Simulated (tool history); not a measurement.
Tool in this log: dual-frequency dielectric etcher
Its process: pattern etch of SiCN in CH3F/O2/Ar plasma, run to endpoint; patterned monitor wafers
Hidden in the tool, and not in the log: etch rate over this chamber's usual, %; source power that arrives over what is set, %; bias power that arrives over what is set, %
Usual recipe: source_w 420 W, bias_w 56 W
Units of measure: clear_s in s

run,day,source_w,bias_w,wafers since the last listed run,hours since the last wet clean,hours since the last source power generator calibration,hours since the last bias power generator calibration,hours since the last upper electrode change,"incoming incoming film thickness, nm",clear_s
1,0.000,370,56,0,387.4,1606.1,3652.0,4664.2,8.35,25.7
2,0.742,420,56,198,405.2,1623.9,3669.8,4682.0,8.35,24.5
3,1.000,420,56,69,411.4,1630.1,3676.0,4688.2,8.50,25.0
4,1.488,420,56,130,423.1,1641.8,3687.7,4699.9,8.41,24.7
# day 2.796: upper electrode replaced
# day 3.662: bias power generator calibrated
# day 3.721: wet clean of the chamber
5,3.742,450,56,276,0.5,1695.9,1.9,22.7,8.41,23.4
6,3.754,450,56,3,0.8,1696.2,2.2,23.0,8.38,23.4
7,3.767,450,56,3,1.1,1696.5,2.5,23.3,8.34,23.2
8,3.829,460,52,16,2.6,1698.0,4.0,24.8,8.33,23.5
# day 4.304: source power generator calibrated
9,4.346,390,69,93,15.0,1.0,16.4,37.2,8.44,23.1
10,4.600,490,65,68,21.1,7.1,22.5,43.3,8.37,21.6
11,5.038,490,65,117,31.6,17.6,33.0,53.8,8.34,21.5
12,5.733,370,49,186,48.3,34.3,49.7,70.5,8.43,26.1
13,6.350,420,56,165,63.1,49.1,64.5,85.3,8.31,23.8
14,6.846,510,51,133,75.0,61.0,76.4,97.2,8.32,22.8
15,7.950,510,49,296,101.5,87.5,102.9,123.7,8.41,23.5

Measured result minus the same run's result without the hidden state. Both carry the same run-to-run variation, though not necessarily the same gauge scatter:
run,clear_s
1,+0.8
2,+0.7
3,+0.8
4,+0.8
5,+0.0
6,+0.1
7,+0.0
8,+0.0
9,+0.1
10,+0.1
11,+0.0
12,+0.1
13,+0.1
14,+0.1
15,+0.2
